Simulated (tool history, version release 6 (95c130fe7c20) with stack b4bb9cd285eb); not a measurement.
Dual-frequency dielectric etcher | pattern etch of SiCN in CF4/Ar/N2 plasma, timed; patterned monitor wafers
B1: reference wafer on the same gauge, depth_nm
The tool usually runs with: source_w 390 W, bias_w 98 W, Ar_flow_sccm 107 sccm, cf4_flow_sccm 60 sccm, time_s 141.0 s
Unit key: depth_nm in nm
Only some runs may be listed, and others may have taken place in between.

run 1 day=0.000 | source_w=430 bias_w=98 Ar_flow_sccm=107 cf4_flow_sccm=70 time_s=141.0 | B1=89.9 | depth_nm=120.3
run 2 day=1.492 | source_w=390 bias_w=98 Ar_flow_sccm=107 cf4_flow_sccm=60 time_s=115.5 | B1=90.0 | depth_nm=90.2
run 3 day=2.246 | source_w=390 bias_w=98 Ar_flow_sccm=107 cf4_flow_sccm=60 time_s=141.0 | B1=90.0 | depth_nm=110.0
run 4 day=3.729 | source_w=390 bias_w=98 Ar_flow_sccm=107 cf4_flow_sccm=60 time_s=141.0 | B1=90.0 | depth_nm=109.8
run 5 day=4.429 | source_w=390 bias_w=98 Ar_flow_sccm=107 cf4_flow_sccm=60 time_s=141.0 | B1=90.0 | depth_nm=109.9
-- day=4.675 source power generator calibrated
run 6 day=5.825 | source_w=470 bias_w=98 Ar_flow_sccm=107 cf4_flow_sccm=60 time_s=141.0 | B1=90.0 | depth_nm=125.2
run 7 day=6.521 | source_w=470 bias_w=98 Ar_flow_sccm=107 cf4_flow_sccm=60 time_s=141.0 | B1=90.0 | depth_nm=124.9
-- day=7.500 CF4 flow controller replaced
run 8 day=7.767 | source_w=390 bias_w=98 Ar_flow_sccm=107 cf4_flow_sccm=60 time_s=141.0 | B1=90.0 | depth_nm=109.3
run 9 day=9.067 | source_w=390 bias_w=98 Ar_flow_sccm=88 cf4_flow_sccm=60 time_s=141.0 | B1=90.0 | depth_nm=111.2
run 10 day=10.188 | source_w=390 bias_w=98 Ar_flow_sccm=107 cf4_flow_sccm=60 time_s=141.0 | B1=89.9 | depth_nm=109.0
run 11 day=11.054 | source_w=390 bias_w=98 Ar_flow_sccm=100 cf4_flow_sccm=70 time_s=108.5 | B1=90.0 | depth_nm=85.9
-- day=11.700 bias power generator calibrated
run 12 day=11.804 | source_w=460 bias_w=98 Ar_flow_sccm=94 cf4_flow_sccm=50 time_s=141.0 | B1=90.0 | depth_nm=118.7
-- day=12.392 Ar flow controller replaced
-- day=13.742 wet clean of the chamber
run 13 day=13.762 | source_w=390 bias_w=98 Ar_flow_sccm=107 cf4_flow_sccm=60 time_s=141.0 | B1=90.0 | depth_nm=108.2
run 14 day=13.775 | source_w=390 bias_w=98 Ar_flow_sccm=107 cf4_flow_sccm=60 time_s=141.0 | B1=90.0 | depth_nm=108.4
-- day=15.338 upper electrode replaced
run 15 day=15.358 | source_w=390 bias_w=98 Ar_flow_sccm=107 cf4_flow_sccm=60 time_s=141.0 | B1=90.0 | depth_nm=108.5
-- day=15.412 gauge calibrated
run 16 day=16.292 | source_w=390 bias_w=98 Ar_flow_sccm=107 cf4_flow_sccm=60 time_s=98.5 | B1=90.0 | depth_nm=75.6
run 17 day=17.354 | source_w=390 bias_w=98 Ar_flow_sccm=107 cf4_flow_sccm=60 time_s=141.0 | B1=90.1 | depth_nm=108.1
run 18 day=18.283 | source_w=360 bias_w=88 Ar_flow_sccm=119 cf4_flow_sccm=60 time_s=121.0 | B1=89.9 | depth_nm=82.5
run 19 day=18.812 | source_w=340 bias_w=119 Ar_flow_sccm=107 cf4_flow_sccm=60 time_s=141.0 | B1=90.0 | depth_nm=107.9
run 20 day=19.842 | source_w=390 bias_w=105 Ar_flow_sccm=107 cf4_flow_sccm=69 time_s=117.5 | B1=90.0 | depth_nm=94.4
run 21 day=20.450 | source_w=390 bias_w=116 Ar_flow_sccm=84 cf4_flow_sccm=51 time_s=175.0 | B1=90.0 | depth_nm=146.5
run 22 day=21.862 | source_w=390 bias_w=98 Ar_flow_sccm=125 cf4_flow_sccm=46 time_s=141.0 | B1=90.1 | depth_nm=103.1

What if the next run were any one of these 3? Each begins from the tool's condition after run 22:
run A day=21.883 | source_w=390 bias_w=98 Ar_flow_sccm=107 cf4_flow_sccm=60 time_s=141.0 | B1=? | depth_nm=?
run B day=21.883 | source_w=390 bias_w=81 Ar_flow_sccm=85 cf4_flow_sccm=60 time_s=178.0 | B1=? | depth_nm=?
run C day=21.883 | source_w=390 bias_w=98 Ar_flow_sccm=89 cf4_flow_sccm=60 time_s=141.0 | B1=? | depth_nm=?

run=A B1=90.0 depth_nm=108.0
run=B B1=90.0 depth_nm=128.1
run=C B1=90.0 depth_nm=110.1
What these runs would have given with no unlogged condition in the tool:
run=A depth_nm=108.6
run=B depth_nm=128.7
run=C depth_nm=110.7
